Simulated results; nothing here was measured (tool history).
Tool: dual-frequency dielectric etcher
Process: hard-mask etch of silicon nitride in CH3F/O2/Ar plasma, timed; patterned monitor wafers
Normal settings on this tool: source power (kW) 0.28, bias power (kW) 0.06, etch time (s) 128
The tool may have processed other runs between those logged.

run     day  source power (kW)  bias power (kW)  etch time (s)  read-back reference wafer on the same gauge, depth_nm  mean etch depth across the wafer (nm)
  1       0               0.28             0.06            128                                                   71.2                                   73.5
  2   1.004               0.28             0.06            128                                                   71.3                                   73.2
  3   2.442               0.28             0.06            128                                                   71.3                                   74.6
  4   3.217               0.28             0.06          117.5                                                   71.3                                   67.9
  5   3.867               0.28             0.06            151                                                   71.3                                   86.9
  6   4.946               0.28             0.06            151                                                   71.3                                   87.8
  7   5.796               0.28             0.06            128                                                   71.3                                   74.6
  8   6.558               0.28             0.06            128                                                   71.4                                     75
  9   7.071               0.28             0.06            128                                                   71.3                                   74.4
 10   7.575               0.28            0.065            128                                                   71.3                                   76.7
      8.446  -- bias power generator calibrated
 11   8.738               0.28             0.05            128                                                   71.4                                   70.9
 12   9.362               0.26             0.05            112                                                   71.3                                   60.4
     10.367  -- upper electrode replaced
     11.108  -- wet clean of the chamber
 13  11.129               0.28             0.06            128                                                   71.3                                   71.2
      11.65  -- gauge calibrated
 14  11.754                0.3            0.045          107.5                                                   71.3                                   56.5
 15  12.688               0.28             0.06            128                                                   71.4                                   71.7
     13.154  -- source power generator calibrated
 16  13.846               0.35            0.053          146.5                                                   71.4                                   86.2
 17  14.562               0.28            0.053            128                                                   71.4                                   69.1
 18  15.921               0.26            0.051            147                                                   71.4                                   76.2
 19  16.883               0.24            0.049            128                                                   71.4                                   64.2
 20  17.604               0.28             0.06            128                                                   71.3                                   72.5

Below are 3 alternative next runs, each starting from the tool's condition after run 20. Predict each:
  A  17.625               0.24             0.06            128                                                      ?                                      ?
  B  17.625               0.22            0.069          150.5                                                      ?                                      ?
  C  17.625               0.35            0.055            128                                                      ?                                      ?

run  read-back reference wafer on the same gauge, depth_nm  mean etch depth across the wafer (nm)
  A                                                   71.4                                   68.6
  B                                                   71.4                                   81.7
  C                                                   71.4                                   77.1
The same runs, with their run-to-run variation unchanged, on a tool lacking any hidden condition would have given:
run  mean etch depth across the wafer (nm)
  A                                   67.4
  B                                   80.2
  C                                   75.7
